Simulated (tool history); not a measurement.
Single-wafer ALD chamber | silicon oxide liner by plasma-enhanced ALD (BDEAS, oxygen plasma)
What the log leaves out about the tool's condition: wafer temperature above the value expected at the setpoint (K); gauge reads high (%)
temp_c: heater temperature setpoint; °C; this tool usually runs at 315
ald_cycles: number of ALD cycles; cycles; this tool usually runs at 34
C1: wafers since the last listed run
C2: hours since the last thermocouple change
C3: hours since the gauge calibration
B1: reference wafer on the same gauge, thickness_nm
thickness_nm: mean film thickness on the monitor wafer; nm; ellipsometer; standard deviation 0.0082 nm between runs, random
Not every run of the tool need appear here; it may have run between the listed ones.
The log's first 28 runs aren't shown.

Run 29, hour 1597.1: usual settings; C1 407; C2 44.3; C3 586.4; B1 3.907. Result: thickness_nm 3.311 nm.
Run 30, hour 1625.5: usual settings; C1 267; C2 72.7; C3 614.8; B1 3.909. Result: thickness_nm 3.318 nm.
Run 31, hour 1679.3: usual settings but temp_c 328 °C; C1 506; C2 126.5; C3 668.6; B1 3.907. Result: thickness_nm 3.257 nm.
Run 32, hour 1747.4: usual settings but temp_c 326 °C, ald_cycles 40 cycles; C1 640; C2 194.6; C3 736.7; B1 3.911. Result: thickness_nm 3.81 nm.
Run 33, hour 1808.4: usual settings but temp_c 304 °C; C1 573; C2 255.6; C3 797.7; B1 3.912. Result: thickness_nm 3.351 nm.
Run 34, hour 1866.8: usual settings but temp_c 327 °C, ald_cycles 40 cycles; C1 549; C2 314; C3 856.1; B1 3.916. Result: thickness_nm 3.842 nm.
Run 35, hour 1912.7: usual settings; C1 431; C2 359.9; C3 902; B1 3.915. Result: thickness_nm 3.313 nm.
Run 36, hour 1959.6: usual settings but temp_c 302 °C; C1 441; C2 406.8; C3 948.9; B1 3.914. Result: thickness_nm 3.357 nm.
Run 37, hour 1995.3: usual settings; C1 335; C2 442.5; C3 984.6; B1 3.916. Result: thickness_nm 3.305 nm.
Run 38, hour 2049: usual settings; C1 505; C2 496.2; C3 1038.3; B1 3.915. Result: thickness_nm 3.311 nm.

Here are 5 independent what-if runs from the current tool condition. What would each one return?
Run A, hour 2049.4: usual settings but ald_cycles 39 cycles; C1 3; C2 496.6; C3 1038.7; B1 ?. Result: thickness_nm ?.
Run B, hour 2049.4: usual settings but ald_cycles 38 cycles; C1 3; C2 496.6; C3 1038.7; B1 ?. Result: thickness_nm ?.
Run C, hour 2049.4: usual settings but temp_c 307 °C; C1 3; C2 496.6; C3 1038.7; B1 ?. Result: thickness_nm ?.
Run D, hour 2049.4: usual settings but temp_c 320 °C, ald_cycles 37 cycles; C1 3; C2 496.6; C3 1038.7; B1 ?. Result: thickness_nm ?.
Run E, hour 2049.4: usual settings but temp_c 323 °C, ald_cycles 27 cycles; C1 3; C2 496.6; C3 1038.7; B1 ?. Result: thickness_nm ?.

run     B1  thickness_nm
  A  3.917          3.79
  B  3.917         3.693
  C  3.917         3.337
  D  3.917         3.573
  E  3.917         2.597
Without the tool's unlogged condition, the same runs would have read:
run  thickness_nm
  A         3.762
  B         3.665
  C         3.312
  D         3.546
  E         2.578
